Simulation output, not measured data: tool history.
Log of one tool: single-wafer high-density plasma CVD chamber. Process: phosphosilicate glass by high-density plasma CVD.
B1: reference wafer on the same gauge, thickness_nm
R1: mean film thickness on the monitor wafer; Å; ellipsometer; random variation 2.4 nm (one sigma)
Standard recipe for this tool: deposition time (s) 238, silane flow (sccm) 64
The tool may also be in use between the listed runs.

{"run": 1, "hour": 0.0, "deposition time (s)": 210, "silane flow (sccm)": 64, "B1": 1839.985, "R1": 13187.69}
{"run": 2, "hour": 10.5, "deposition time (s)": 210, "silane flow (sccm)": 64, "B1": 1839.559, "R1": 13216.09}
{"run": 3, "hour": 19.6, "deposition time (s)": 238, "silane flow (sccm)": 64, "B1": 1839.326, "R1": 14969.07}
{"hour": 27.3, "done": "gauge calibrated"}
{"run": 4, "hour": 28.7, "deposition time (s)": 238, "silane flow (sccm)": 64, "B1": 1839.349, "R1": 14936.14}
{"run": 5, "hour": 35.7, "deposition time (s)": 270, "silane flow (sccm)": 71, "B1": 1839.767, "R1": 18508.41}
{"run": 6, "hour": 51.3, "deposition time (s)": 270, "silane flow (sccm)": 71, "B1": 1839.66, "R1": 18448.33}
{"run": 7, "hour": 66.8, "deposition time (s)": 270, "silane flow (sccm)": 71, "B1": 1840.102, "R1": 18448.01}
{"run": 8, "hour": 75.2, "deposition time (s)": 238, "silane flow (sccm)": 64, "B1": 1840.575, "R1": 14954.68}
{"run": 9, "hour": 86.6, "deposition time (s)": 238, "silane flow (sccm)": 64, "B1": 1839.89, "R1": 14965.15}
{"run": 10, "hour": 93.3, "deposition time (s)": 238, "silane flow (sccm)": 64, "B1": 1840.612, "R1": 14953.51}
{"run": 11, "hour": 99.8, "deposition time (s)": 238, "silane flow (sccm)": 64, "B1": 1840.14, "R1": 14922.01}
{"run": 12, "hour": 114.5, "deposition time (s)": 238, "silane flow (sccm)": 64, "B1": 1840.227, "R1": 14979.6}
{"run": 13, "hour": 130.2, "deposition time (s)": 238, "silane flow (sccm)": 64, "B1": 1839.804, "R1": 14967.54}
{"run": 14, "hour": 142.4, "deposition time (s)": 253, "silane flow (sccm)": 64, "B1": 1840.903, "R1": 15891.38}
{"run": 15, "hour": 148.6, "deposition time (s)": 253, "silane flow (sccm)": 64, "B1": 1840.352, "R1": 15889.43}
{"hour": 170.3, "done": "silane flow controller replaced"}
{"run": 16, "hour": 170.8, "deposition time (s)": 238, "silane flow (sccm)": 64, "B1": 1839.888, "R1": 15707.18}
{"run": 17, "hour": 176.3, "deposition time (s)": 238, "silane flow (sccm)": 64, "B1": 1840.026, "R1": 15737.66}
{"run": 18, "hour": 192.4, "deposition time (s)": 214, "silane flow (sccm)": 64, "B1": 1839.541, "R1": 14093.63}
{"run": 19, "hour": 217.1, "deposition time (s)": 214, "silane flow (sccm)": 64, "B1": 1839.438, "R1": 14129.4}
{"run": 20, "hour": 232.5, "deposition time (s)": 214, "silane flow (sccm)": 64, "B1": 1839.945, "R1": 14094.37}
{"run": 21, "hour": 278.4, "deposition time (s)": 217, "silane flow (sccm)": 76, "B1": 1840.19, "R1": 16442.14}
{"run": 22, "hour": 289.6, "deposition time (s)": 238, "silane flow (sccm)": 64, "B1": 1840.033, "R1": 15607.75}
{"run": 23, "hour": 301.2, "deposition time (s)": 238, "silane flow (sccm)": 64, "B1": 1839.757, "R1": 15592.6}
{"run": 24, "hour": 307.6, "deposition time (s)": 277, "silane flow (sccm)": 73, "B1": 1839.818, "R1": 20292.65}
{"run": 25, "hour": 333.4, "deposition time (s)": 213, "silane flow (sccm)": 72, "B1": 1840.226, "R1": 15371.56}
{"run": 26, "hour": 351.1, "deposition time (s)": 272, "silane flow (sccm)": 57, "B1": 1839.911, "R1": 16194.4}
{"run": 27, "hour": 359.5, "deposition time (s)": 270, "silane flow (sccm)": 71, "B1": 1839.923, "R1": 19243.9}
{"hour": 362.1, "done": "gauge calibrated"}
{"run": 28, "hour": 377.1, "deposition time (s)": 190, "silane flow (sccm)": 57, "B1": 1840.611, "R1": 11341.84}
{"run": 29, "hour": 392.1, "deposition time (s)": 285, "silane flow (sccm)": 76, "B1": 1839.231, "R1": 21546.49}
{"run": 30, "hour": 400.4, "deposition time (s)": 279, "silane flow (sccm)": 68, "B1": 1839.79, "R1": 19186.85}
{"run": 31, "hour": 415.9, "deposition time (s)": 238, "silane flow (sccm)": 64, "B1": 1839.697, "R1": 15519}
{"run": 32, "hour": 426.7, "deposition time (s)": 238, "silane flow (sccm)": 64, "B1": 1839.187, "R1": 15537.65}
{"run": 33, "hour": 442.6, "deposition time (s)": 277, "silane flow (sccm)": 53, "B1": 1839.694, "R1": 15589.5}
{"run": 34, "hour": 449.8, "deposition time (s)": 219, "silane flow (sccm)": 64, "B1": 1840.009, "R1": 14341.08}
{"run": 35, "hour": 463.8, "deposition time (s)": 238, "silane flow (sccm)": 64, "B1": 1840.192, "R1": 15518.72}
{"run": 36, "hour": 475.2, "deposition time (s)": 260, "silane flow (sccm)": 55, "B1": 1839.724, "R1": 15065.91}
{"run": 37, "hour": 488.3, "deposition time (s)": 272, "silane flow (sccm)": 64, "B1": 1840.041, "R1": 17695.21}
{"run": 38, "hour": 500.8, "deposition time (s)": 238, "silane flow (sccm)": 76, "B1": 1840.528, "R1": 17858.29}
{"run": 39, "hour": 512.8, "deposition time (s)": 210, "silane flow (sccm)": 64, "B1": 1840.937, "R1": 13683.66}
{"run": 40, "hour": 520.8, "deposition time (s)": 238, "silane flow (sccm)": 74, "B1": 1840.551, "R1": 17468.07}

Exercise: give the hidden state of the tool at every run:
gauge reads high (%): 0 in every run
H1: delivered silane flow above the setpoint (%)
run=1 H1=-5.67
run=2 H1=-5.67
run=3 H1=-5.67
run=4 H1=-5.68
run=5 H1=-5.68
run=6 H1=-5.68
run=7 H1=-5.69
run=8 H1=-5.69
run=9 H1=-5.69
run=10 H1=-5.69
run=11 H1=-5.69
run=12 H1=-5.7
run=13 H1=-5.7
run=14 H1=-5.7
run=15 H1=-5.71
run=16 H1=0.346
run=17 H1=0.315
run=18 H1=0.226
run=19 H1=0.0919
run=20 H1=0.00962
run=21 H1=-0.229
run=22 H1=-0.286
run=23 H1=-0.344
run=24 H1=-0.376
run=25 H1=-0.502
run=26 H1=-0.588
run=27 H1=-0.628
run=28 H1=-0.71
run=29 H1=-0.78
run=30 H1=-0.818
run=31 H1=-0.888
run=32 H1=-0.937
run=33 H1=-1.01
run=34 H1=-1.04
run=35 H1=-1.1
run=36 H1=-1.15
run=37 H1=-1.2
run=38 H1=-1.26
run=39 H1=-1.31
run=40 H1=-1.34

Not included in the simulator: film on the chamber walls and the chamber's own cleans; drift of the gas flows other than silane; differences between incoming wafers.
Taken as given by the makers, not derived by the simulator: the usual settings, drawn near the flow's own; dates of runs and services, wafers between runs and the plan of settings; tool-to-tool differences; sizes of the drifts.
